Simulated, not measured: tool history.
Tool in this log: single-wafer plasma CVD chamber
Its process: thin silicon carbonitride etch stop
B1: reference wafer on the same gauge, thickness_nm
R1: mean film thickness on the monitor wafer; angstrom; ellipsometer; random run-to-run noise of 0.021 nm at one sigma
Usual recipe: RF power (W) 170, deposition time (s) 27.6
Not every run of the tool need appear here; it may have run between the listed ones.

Run 1, hour 0: usual settings; B1 12.997. Result: R1 142.18 angstrom.
Run 2, hour 46.6: usual settings; B1 12.994. Result: R1 142.07 angstrom.
Run 3, hour 260.2: usual settings; B1 13.011. Result: R1 142.18 angstrom.
Run 4, hour 311: usual settings; B1 12.997. Result: R1 141.76 angstrom.
Run 5, hour 360.9: usual settings; B1 13.001. Result: R1 142 angstrom.
Run 6, hour 468.4: usual settings but deposition time (s) 29; B1 13.002. Result: R1 150.07 angstrom.
Run 7, hour 554.1: usual settings; B1 13.004. Result: R1 142.7 angstrom.
Run 8, hour 651.5: usual settings but RF power (W) 195, deposition time (s) 25.9; B1 13.002. Result: R1 139.76 angstrom.
Run 9, hour 687.6: usual settings; B1 12.999. Result: R1 142.99 angstrom.
Run 10, hour 741.6: usual settings but RF power (W) 195, deposition time (s) 31.5; B1 12.996. Result: R1 169.62 angstrom.
Run 11, hour 812.6: usual settings but RF power (W) 140; B1 13.002. Result: R1 134.56 angstrom.
Run 12, hour 920.1: usual settings but RF power (W) 145, deposition time (s) 30; B1 13.007. Result: R1 147.7 angstrom.
Run 13, hour 973.4: usual settings but RF power (W) 200, deposition time (s) 32.5; B1 13.008. Result: R1 175.92 angstrom.
Run 14, hour 1023.5: usual settings but RF power (W) 185, deposition time (s) 22.5; B1 13.001. Result: R1 118.68 angstrom.

Between the runs listed above, the log contained 4 entries, not reproduced here. Where in the sequence does each belong, and how does what the log doesn't record of the tool's condition differ from the listed run before to the listed run after?
Between runs 3 and 4: showerhead replaced (hour 310.5)
  delivered RF power above the setpoint (%): -2.75 -> -2.8
  difference, measured minus the result without the unlogged condition, R1: -1.18 -> -1.2 angstrom
Between runs 5 and 6: RF generator calibrated (hour 467.9)
  delivered RF power above the setpoint (%): -2.83 -> -0.0537
  difference, measured minus the result without the unlogged condition, R1: -1.22 -> -0.03 angstrom
Between runs 8 and 9: thermocouple changed; heater temperature recalibrated (hour 664.7); gauge calibrated (hour 682.6)
  delivered RF power above the setpoint (%): -1.11 -> -1.26
  difference, measured minus the result without the unlogged condition, R1: -0.46 -> -0.54 angstrom
